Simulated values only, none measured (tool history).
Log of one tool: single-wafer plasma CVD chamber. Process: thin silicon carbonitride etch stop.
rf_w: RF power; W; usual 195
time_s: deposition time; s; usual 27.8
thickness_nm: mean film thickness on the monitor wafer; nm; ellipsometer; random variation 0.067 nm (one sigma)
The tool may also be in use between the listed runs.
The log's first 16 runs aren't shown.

run,hour,rf_w,time_s,"read-back reference wafer on the same gauge, thickness_nm",thickness_nm
17,382.2,195,27.8,14.196,14.428
18,402.5,195,27.8,14.194,14.439
19,424.8,220,23.3,14.180,12.620
20,457.7,195,23.8,14.192,12.302
21,561.6,195,31.9,14.215,16.413
22,579.6,220,31.7,14.171,17.264
# hour 621.3: RF generator calibrated
# hour 635.9: showerhead replaced
23,662.1,195,27.8,14.235,14.350
24,675.0,210,23.1,14.209,12.255
25,709.9,195,27.8,14.229,14.349
26,743.8,170,25.2,14.204,12.437
27,757.7,225,27.8,14.161,15.128
28,785.2,180,23.3,14.197,11.771
29,809.4,195,27.8,14.204,14.337
30,844.0,205,25.0,14.214,13.115
31,866.1,195,27.8,14.194,14.442
32,885.8,180,27.8,14.212,13.953
33,917.0,230,30.4,14.218,16.620
34,936.1,175,30.9,14.197,15.361
35,966.1,195,26.0,14.192,13.540
36,979.3,195,27.8,14.195,14.437
37,1012.9,235,31.6,14.191,17.424

Forecast each of these 3 alternatives for the next run:
A,1013.3,175,27.8,?,?
B,1013.3,205,27.8,?,?
C,1013.3,230,27.8,?,?

run,"read-back reference wafer on the same gauge, thickness_nm",thickness_nm
A,14.202,13.981
B,14.202,14.757
C,14.202,15.338
Without the tool's hidden state the same runs would have given:
run,thickness_nm
A,13.981
B,14.757
C,15.338
